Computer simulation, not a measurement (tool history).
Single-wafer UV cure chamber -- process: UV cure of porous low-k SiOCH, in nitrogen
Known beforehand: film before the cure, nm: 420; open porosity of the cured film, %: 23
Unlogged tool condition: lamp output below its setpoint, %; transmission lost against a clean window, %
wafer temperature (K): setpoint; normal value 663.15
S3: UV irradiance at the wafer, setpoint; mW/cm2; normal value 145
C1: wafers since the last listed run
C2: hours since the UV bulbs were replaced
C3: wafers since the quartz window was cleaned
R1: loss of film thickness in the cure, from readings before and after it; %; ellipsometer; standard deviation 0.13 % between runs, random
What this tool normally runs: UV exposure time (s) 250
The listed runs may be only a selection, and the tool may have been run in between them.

{"run": 1, "hour": 0.0, "wafer temperature (K)": 663.15, "UV exposure time (s)": 250, "S3": 145, "C1": 0, "C2": 918.5, "C3": 3387, "R1": 10.782}
{"run": 2, "hour": 8.3, "wafer temperature (K)": 663.15, "UV exposure time (s)": 250, "S3": 145, "C1": 34, "C2": 926.8, "C3": 3421, "R1": 10.943}
{"run": 3, "hour": 14.9, "wafer temperature (K)": 663.15, "UV exposure time (s)": 250, "S3": 145, "C1": 27, "C2": 933.4, "C3": 3449, "R1": 11.016}
{"run": 4, "hour": 22.7, "wafer temperature (K)": 663.15, "UV exposure time (s)": 250, "S3": 145, "C1": 32, "C2": 941.2, "C3": 3481, "R1": 10.981}
{"run": 5, "hour": 39.6, "wafer temperature (K)": 663.15, "UV exposure time (s)": 250, "S3": 145, "C1": 70, "C2": 958.1, "C3": 3551, "R1": 10.806}
{"run": 6, "hour": 48.4, "wafer temperature (K)": 663.15, "UV exposure time (s)": 250, "S3": 145, "C1": 36, "C2": 966.9, "C3": 3588, "R1": 10.67}
{"run": 7, "hour": 64.0, "wafer temperature (K)": 663.15, "UV exposure time (s)": 250, "S3": 176, "C1": 64, "C2": 982.5, "C3": 3653, "R1": 11.679}
{"run": 8, "hour": 76.3, "wafer temperature (K)": 663.15, "UV exposure time (s)": 250, "S3": 176, "C1": 51, "C2": 994.8, "C3": 3704, "R1": 11.801}
{"run": 9, "hour": 105.1, "wafer temperature (K)": 663.15, "UV exposure time (s)": 250, "S3": 176, "C1": 119, "C2": 1023.6, "C3": 3824, "R1": 11.835}
{"run": 10, "hour": 116.9, "wafer temperature (K)": 663.15, "UV exposure time (s)": 250, "S3": 145, "C1": 49, "C2": 1035.4, "C3": 3873, "R1": 10.879}
{"run": 11, "hour": 126.1, "wafer temperature (K)": 663.15, "UV exposure time (s)": 250, "S3": 145, "C1": 38, "C2": 1044.6, "C3": 3911, "R1": 10.907}
{"run": 12, "hour": 140.8, "wafer temperature (K)": 678.15, "UV exposure time (s)": 115, "S3": 145, "C1": 61, "C2": 1059.3, "C3": 3972, "R1": 7.796}
{"run": 13, "hour": 158.1, "wafer temperature (K)": 672.15, "UV exposure time (s)": 125, "S3": 126, "C1": 71, "C2": 1076.6, "C3": 4044, "R1": 7.663}
{"hour": 182.1, "done": "quartz window cleaned"}
{"run": 14, "hour": 182.6, "wafer temperature (K)": 663.15, "UV exposure time (s)": 250, "S3": 185, "C1": 68, "C2": 1101.1, "C3": 2, "R1": 11.893}
{"run": 15, "hour": 191.7, "wafer temperature (K)": 670.15, "UV exposure time (s)": 195, "S3": 145, "C1": 37, "C2": 1110.2, "C3": 39, "R1": 9.781}
{"run": 16, "hour": 200.2, "wafer temperature (K)": 663.15, "UV exposure time (s)": 250, "S3": 145, "C1": 35, "C2": 1118.7, "C3": 75, "R1": 10.928}
{"run": 17, "hour": 214.1, "wafer temperature (K)": 669.15, "UV exposure time (s)": 345, "S3": 145, "C1": 57, "C2": 1132.6, "C3": 132, "R1": 12.257}
{"run": 18, "hour": 230.6, "wafer temperature (K)": 663.15, "UV exposure time (s)": 250, "S3": 145, "C1": 68, "C2": 1149.1, "C3": 201, "R1": 10.746}
{"run": 19, "hour": 238.7, "wafer temperature (K)": 663.15, "UV exposure time (s)": 250, "S3": 145, "C1": 33, "C2": 1157.2, "C3": 235, "R1": 10.737}
{"hour": 247.0, "done": "UV bulbs replaced"}
{"run": 20, "hour": 261.5, "wafer temperature (K)": 663.15, "UV exposure time (s)": 160, "S3": 174, "C1": 61, "C2": 14.5, "C3": 296, "R1": 11.688}
{"run": 21, "hour": 271.0, "wafer temperature (K)": 669.15, "UV exposure time (s)": 375, "S3": 128, "C1": 39, "C2": 24, "C3": 336, "R1": 14.136}
{"run": 22, "hour": 317.8, "wafer temperature (K)": 650.15, "UV exposure time (s)": 170, "S3": 180, "C1": 194, "C2": 70.8, "C3": 530, "R1": 11.63}

Below are 5 alternative next runs, each starting from the tool's condition after run 22. Predict each:
{"run": "A", "hour": 318.3, "wafer temperature (K)": 663.15, "UV exposure time (s)": 250, "S3": 145, "C1": 2, "C2": 71.3, "C3": 532, "R1": "?"}
{"run": "B", "hour": 318.3, "wafer temperature (K)": 669.15, "UV exposure time (s)": 250, "S3": 132, "C1": 2, "C2": 71.3, "C3": 532, "R1": "?"}
{"run": "C", "hour": 318.3, "wafer temperature (K)": 652.15, "UV exposure time (s)": 115, "S3": 163, "C1": 2, "C2": 71.3, "C3": 532, "R1": "?"}
{"run": "D", "hour": 318.3, "wafer temperature (K)": 679.15, "UV exposure time (s)": 370, "S3": 118, "C1": 2, "C2": 71.3, "C3": 532, "R1": "?"}
{"run": "E", "hour": 318.3, "wafer temperature (K)": 675.15, "UV exposure time (s)": 370, "S3": 176, "C1": 2, "C2": 71.3, "C3": 532, "R1": "?"}

run=A R1=12.86
run=B R1=12.536
run=C R1=9.726
run=D R1=14.013
run=E R1=15.835
Stripped of hidden state, with their random variation kept, the same runs would have yielded:
run=A R1=13.303
run=B R1=12.977
run=C R1=10.139
run=D R1=14.464
run=E R1=16.292
